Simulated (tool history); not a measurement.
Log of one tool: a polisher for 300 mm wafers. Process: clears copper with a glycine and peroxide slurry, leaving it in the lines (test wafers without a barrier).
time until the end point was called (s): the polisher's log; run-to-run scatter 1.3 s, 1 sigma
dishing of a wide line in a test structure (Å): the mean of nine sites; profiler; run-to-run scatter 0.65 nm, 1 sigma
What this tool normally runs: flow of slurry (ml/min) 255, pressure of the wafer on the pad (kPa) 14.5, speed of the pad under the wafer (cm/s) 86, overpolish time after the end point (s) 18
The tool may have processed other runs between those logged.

run	hour	flow of slurry (ml/min)	pressure of the wafer on the pad (kPa)	speed of the pad under the wafer (cm/s)	overpolish time after the end point (s)	incoming thickness of the incoming film, nm	time until the end point was called (s)	dishing of a wide line in a test structure (Å)
1	0.0	290	14.5	86	18	346.7	103.3	461
2	13.0	255	14.5	86	18	349.3	105.0	456
3	30.3	255	14.5	86	18	350.7	103.5	460
4	46.9	325	17.9	86	18	353.2	87.6	537
5	61.3	325	17.9	86	18	346.6	86.7	533
6	77.4	325	17.9	86	18	346.0	85.3	530
7	91.7	255	17.9	86	18	344.5	89.3	524
# hour 98.8: slurry nozzle cleaned
8	103.6	255	17.9	86	18	342.7	91.1	511
9	113.0	255	17.9	86	18	349.0	93.9	514
10	123.4	255	14.5	86	23	343.6	109.5	532
11	136.1	255	14.5	86	23	342.9	107.0	526
# hour 154.9: worn pad replaced by a new one
12	155.4	255	14.5	86	18	349.0	109.7	440
13	170.2	255	14.5	86	18	349.0	110.0	437
# hour 174.3: slurry nozzle cleaned, repeated, since the last time left the tool worse
# hour 180.3: head pressure recalibrated
14	180.8	255	17.9	86	18	343.2	84.3	529
15	189.4	255	14.5	100	18	345.7	92.8	508
16	199.2	215	14.5	74	23	343.7	115.0	517
17	209.0	185	11.7	76	21	343.5	133.7	415
18	217.7	170	16.5	62	23	349.7	125.6	495
19	233.3	255	14.5	86	18	347.2	105.4	469
20	244.5	255	12.4	86	14	343.9	113.6	335
21	253.3	255	16.5	86	18	342.4	88.3	507
22	267.8	255	14.5	86	27	346.3	101.7	637
23	282.6	255	14.5	98	8	343.4	89.9	245
24	288.8	180	13.1	60	10	349.9	147.1	206
25	299.0	185	14.5	106	18	341.4	88.2	506
26	305.9	255	17.2	86	24	342.5	87.7	637
27	314.0	255	14.5	96	18	341.2	92.1	480

Below are 4 alternative next runs, each starting from the tool's condition after run 27. Predict each:
A	314.4	255	14.5	86	18	349.6	?	?
B	314.4	255	14.5	64	18	349.6	?	?
C	314.4	255	16.5	70	26	349.6	?	?
D	314.4	190	15.9	86	21	349.6	?	?

run	time until the end point was called (s)	dishing of a wide line in a test structure (Å)
A	105.9	459
B	131.1	388
C	111.8	596
D	101.7	538
With no hidden state in the tool, these same runs would have given:
run	time until the end point was called (s)	dishing of a wide line in a test structure (Å)
A	105.1	461
B	130.1	390
C	110.9	600
D	100.8	542
